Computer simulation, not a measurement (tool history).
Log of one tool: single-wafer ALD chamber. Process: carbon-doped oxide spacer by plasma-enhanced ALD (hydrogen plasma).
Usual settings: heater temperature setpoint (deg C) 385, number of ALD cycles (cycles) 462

run	day	heater temperature setpoint (deg C)	number of ALD cycles (cycles)	read-back reference wafer on the same gauge, thickness_nm	mean film thickness on the monitor wafer (Å)
1	0.000	385	462	22.800	228.04
2	3.954	385	462	22.788	228.65
3	6.758	385	462	22.769	228.08
4	18.800	385	462	22.800	229.21
# day 21.850: thermocouple changed; heater temperature recalibrated
5	21.892	385	434	22.814	215.17
6	23.962	385	434	22.821	214.23
7	26.454	385	462	22.807	229.18
8	35.188	385	545	22.779	270.07
# day 37.121: gauge calibrated
9	38.412	385	422	22.807	209.21
10	42.858	385	386	22.818	191.69
11	45.262	385	462	22.810	227.08
12	48.562	385	434	22.784	214.34
13	56.408	375	552	22.792	272.96
14	60.750	391	418	22.794	207.17
15	63.675	385	462	22.777	230.08

3 ways to go on from here, each from the tool as it stands after run 15. What would each give?
A	63.721	390	462	?	?
B	63.721	372	371	?	?
C	63.721	398	404	?	?

run	read-back reference wafer on the same gauge, thickness_nm	mean film thickness on the monitor wafer (Å)
A	22.754	226.82
B	22.754	182.14
C	22.754	198.34
Without the tool's hidden state the same runs would have given:
run	mean film thickness on the monitor wafer (Å)
A	226.82
B	182.14
C	198.34
